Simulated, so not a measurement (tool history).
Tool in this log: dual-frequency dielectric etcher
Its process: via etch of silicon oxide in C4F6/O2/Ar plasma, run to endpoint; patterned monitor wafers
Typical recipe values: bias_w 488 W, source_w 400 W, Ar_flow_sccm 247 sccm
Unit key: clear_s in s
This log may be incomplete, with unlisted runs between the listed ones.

run     day  bias_w  source_w  Ar_flow_sccm  incoming incoming film thickness, nm  clear_s
  1   0.000     488       400           247                                 116.4     22.5
  2   1.279     488       400           247                                 115.9     22.2
  3   2.150     488       400           247                                 116.2     22.6
  4   2.883     488       400           247                                 116.3     22.4
  5   4.075     488       400           247                                 116.7     22.5
  6   5.033     488       400           247                                 115.2     22.1
  7   6.342     488       400           247                                 115.7     21.8
      7.396  -- bias power generator calibrated
  8   7.562     488       400           247                                 115.2     21.9
  9   8.492     488       370           247                                 114.9     22.1
      9.646  -- upper electrode replaced
     11.750  -- source power generator calibrated
 10  11.771     391       320           189                                 116.6     24.3
 11  13.008     562       490           301                                 115.1     19.6
 12  14.158     488       400           247                                 116.8     21.9
     14.979  -- Ar flow controller replaced
     15.221  -- wet clean of the chamber
 13  15.242     385       330           265                                 116.5     26.7
 14  15.900     396       360           209                                 116.0     24.6
 15  16.558     488       400           247                                 115.6     22.8
 16  17.388     488       400           247                                 115.8     22.5
 17  18.633     602       400           280                                 116.5     21.7

The next listed run, before its measurement:
 18  19.708     576       490           247                                 115.6        ?

clear_s: 19.8 s
With the hidden condition absent and the run-to-run variation left alone, this run would have shown clear_s 20.2 s.
